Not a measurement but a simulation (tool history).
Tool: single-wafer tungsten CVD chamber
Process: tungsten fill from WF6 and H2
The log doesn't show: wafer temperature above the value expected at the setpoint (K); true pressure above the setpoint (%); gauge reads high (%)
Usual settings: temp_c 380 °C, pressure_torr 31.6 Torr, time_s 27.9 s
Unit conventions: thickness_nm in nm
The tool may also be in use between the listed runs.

| run | day | temp_c | pressure_torr | time_s | wafers since the last listed run | hours since the last thermocouple change | hours since the last manometer calibration | hours since the showerhead was replaced | hours since the gauge calibration | read-back reference wafer on the same gauge, thickness_nm | thickness_nm |
|---|---|---|---|---|---|---|---|---|---|---|---|
| 1 | 0.000 | 380 | 31.6 | 26.3 | 0 | 923.0 | 954.5 | 4965.4 | 160.9 | 62.839 | 50.486 |
| 2 | 2.296 | 380 | 31.6 | 26.3 | 1271 | 978.1 | 1009.6 | 5020.5 | 216.0 | 62.845 | 50.429 |
| 3 | 4.771 | 380 | 31.6 | 26.3 | 1370 | 1037.5 | 1069.0 | 5079.9 | 275.4 | 62.826 | 50.455 |
| 4 | 5.775 | 380 | 31.6 | 27.9 | 555 | 1061.6 | 1093.1 | 5104.0 | 299.5 | 62.847 | 53.942 |
| 5 | 7.329 | 380 | 31.6 | 27.9 | 860 | 1098.9 | 1130.4 | 5141.3 | 336.8 | 62.826 | 53.354 |
| 6 | 10.254 | 380 | 31.6 | 27.9 | 1619 | 1169.1 | 1200.6 | 5211.5 | 407.0 | 62.845 | 53.361 |
| 7 | 11.862 | 380 | 31.6 | 27.9 | 890 | 1207.7 | 1239.2 | 5250.1 | 445.6 | 62.769 | 53.248 |
|  | 17.954 | showerhead replaced |
| 8 | 20.567 | 380 | 31.6 | 27.9 | 4634 | 1416.6 | 1448.1 | 62.7 | 654.5 | 62.893 | 53.919 |
| 9 | 22.442 | 380 | 28.7 | 27.9 | 1038 | 1461.6 | 1493.1 | 107.7 | 699.5 | 62.732 | 51.760 |
| 10 | 24.929 | 380 | 28.7 | 27.9 | 1377 | 1521.3 | 1552.8 | 167.4 | 759.2 | 62.814 | 52.142 |
| 11 | 27.904 | 380 | 28.7 | 27.9 | 1647 | 1592.7 | 1624.2 | 238.8 | 830.6 | 62.854 | 51.878 |
|  | 29.404 | thermocouple changed; heater temperature recalibrated |
| 12 | 29.425 | 374 | 31.6 | 31.5 | 657 | 0.5 | 1660.7 | 275.3 | 867.1 | 62.795 | 55.625 |
| 13 | 30.829 | 380 | 31.6 | 27.9 | 777 | 34.2 | 1694.4 | 309.0 | 900.8 | 62.783 | 55.060 |
|  | 36.729 | capacitance manometer re-zeroed and calibrated |
| 14 | 37.596 | 374 | 34.9 | 30.6 | 3562 | 196.6 | 20.8 | 471.4 | 1063.2 | 62.752 | 54.237 |
|  | 37.738 | gauge calibrated |
| 15 | 38.733 | 394 | 31.6 | 23.1 | 629 | 223.9 | 48.1 | 498.7 | 23.9 | 62.827 | 57.630 |
| 16 | 40.779 | 366 | 34.0 | 33.2 | 1132 | 273.0 | 97.2 | 547.8 | 73.0 | 62.756 | 49.364 |
| 17 | 43.267 | 380 | 37.6 | 27.9 | 1377 | 332.7 | 156.9 | 607.5 | 132.7 | 62.805 | 56.849 |
| 18 | 44.817 | 380 | 31.6 | 27.9 | 858 | 369.9 | 194.1 | 644.7 | 169.9 | 62.814 | 53.988 |
| 19 | 47.746 | 380 | 31.6 | 27.9 | 1621 | 440.2 | 264.4 | 715.0 | 240.2 | 62.785 | 53.248 |
| 20 | 49.454 | 367 | 31.6 | 27.9 | 945 | 481.2 | 305.4 | 756.0 | 281.2 | 62.830 | 41.599 |
| 21 | 50.608 | 380 | 31.6 | 27.9 | 639 | 508.9 | 333.1 | 783.7 | 308.9 | 62.734 | 53.562 |
| 22 | 53.067 | 386 | 38.4 | 27.9 | 1361 | 567.9 | 392.1 | 842.7 | 367.9 | 62.829 | 63.241 |

Branching from run 22: 5 alternative next runs. What would each branch give?
| A | 53.083 | 380 | 31.6 | 27.9 | 9 | 568.3 | 392.5 | 843.1 | 368.3 | ? | ? |
| B | 53.083 | 372 | 31.6 | 27.9 | 9 | 568.3 | 392.5 | 843.1 | 368.3 | ? | ? |
| C | 53.083 | 376 | 31.6 | 27.9 | 9 | 568.3 | 392.5 | 843.1 | 368.3 | ? | ? |
| D | 53.083 | 380 | 37.4 | 31.7 | 9 | 568.3 | 392.5 | 843.1 | 368.3 | ? | ? |
| E | 53.083 | 373 | 25.0 | 25.1 | 9 | 568.3 | 392.5 | 843.1 | 368.3 | ? | ? |

| run | read-back reference wafer on the same gauge, thickness_nm | thickness_nm |
|---|---|---|
| A | 62.785 | 53.533 |
| B | 62.785 | 45.800 |
| C | 62.785 | 49.538 |
| D | 62.785 | 64.214 |
| E | 62.785 | 39.153 |
What these runs would have given with no unlogged condition in the tool:
| run | thickness_nm |
|---|---|
| A | 54.432 |
| B | 46.587 |
| C | 50.380 |
| D | 65.292 |
| E | 39.824 |
